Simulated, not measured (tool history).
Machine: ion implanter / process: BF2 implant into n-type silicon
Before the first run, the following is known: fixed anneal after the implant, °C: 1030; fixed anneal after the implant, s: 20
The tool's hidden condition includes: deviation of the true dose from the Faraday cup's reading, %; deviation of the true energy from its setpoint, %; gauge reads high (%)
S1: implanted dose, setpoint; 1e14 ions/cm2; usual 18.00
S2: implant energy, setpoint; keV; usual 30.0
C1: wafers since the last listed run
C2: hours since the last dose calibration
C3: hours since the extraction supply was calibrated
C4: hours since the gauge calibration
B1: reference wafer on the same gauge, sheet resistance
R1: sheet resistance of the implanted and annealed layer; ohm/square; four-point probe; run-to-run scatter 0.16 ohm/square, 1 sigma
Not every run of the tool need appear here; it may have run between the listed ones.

run   hour     S1    S2   C1      C2      C3     C4      B1      R1
  1    0.0  18.00  30.0    0  1956.4  3369.4   90.3  122.34  104.86
  2   17.2  18.00  30.0  248  1973.6  3386.6  107.5  122.34  104.91
  3   35.1  18.00  22.0  259  1991.5  3404.5  125.4  122.27  118.43
  4   43.9  18.00  30.0  127  2000.3  3413.3  134.2  122.26  104.86
      53.7  -- extraction supply calibrated
  5   54.2  18.00  30.0   33  2010.6     0.5  144.5  122.29  105.01
  6   62.3  18.00  30.0  117  2018.7     8.6  152.6  122.32  105.25
      64.4  -- gauge calibrated
      73.8  -- Faraday cup replaced and dose calibrated
  7   74.3  18.00  30.0   57     0.5    20.6    9.9  122.82  105.39
  8   80.4  18.00  30.0   88     6.6    26.7   16.0  122.69  105.46
  9   95.2  18.00  30.0  214    21.4    41.5   30.8  122.53  105.37
 10  105.2  21.50  37.5  144    31.4    51.5   40.8  122.46   93.28
 11  111.5  22.10  38.5   91    37.7    57.8   47.1  122.39   91.50
 12  123.8  20.52  35.5  178    50.0    70.1   59.4  122.34   95.72
 13  139.2  16.36  30.0  222    65.4    85.5   74.8  122.25  106.90
 14  149.9  15.46  24.5  154    76.1    96.2   85.5  122.27  117.20
 15  157.7  22.48  30.0  112    83.9   104.0   93.3  122.23  102.17

Forecast each of these 5 alternatives for the next run:
  A  158.1  18.00  30.0   5  84.3  104.4  93.7   ?   ?
  B  158.1  20.30  32.5   5  84.3  104.4  93.7   ?   ?
  C  158.1  14.03  25.5   5  84.3  104.4  93.7   ?   ?
  D  158.1  21.81  25.5   5  84.3  104.4  93.7   ?   ?
  E  158.1  13.73  39.0   5  84.3  104.4  93.7   ?   ?

run      B1      R1
  A  122.20  105.01
  B  122.20   99.79
  C  122.20  118.24
  D  122.20  109.57
  E  122.20  102.33
With the hidden condition removed and each run's random variation left untouched, the same runs would have given:
run      R1
  A  105.68
  B  100.42
  C  118.99
  D  110.27
  E  102.98
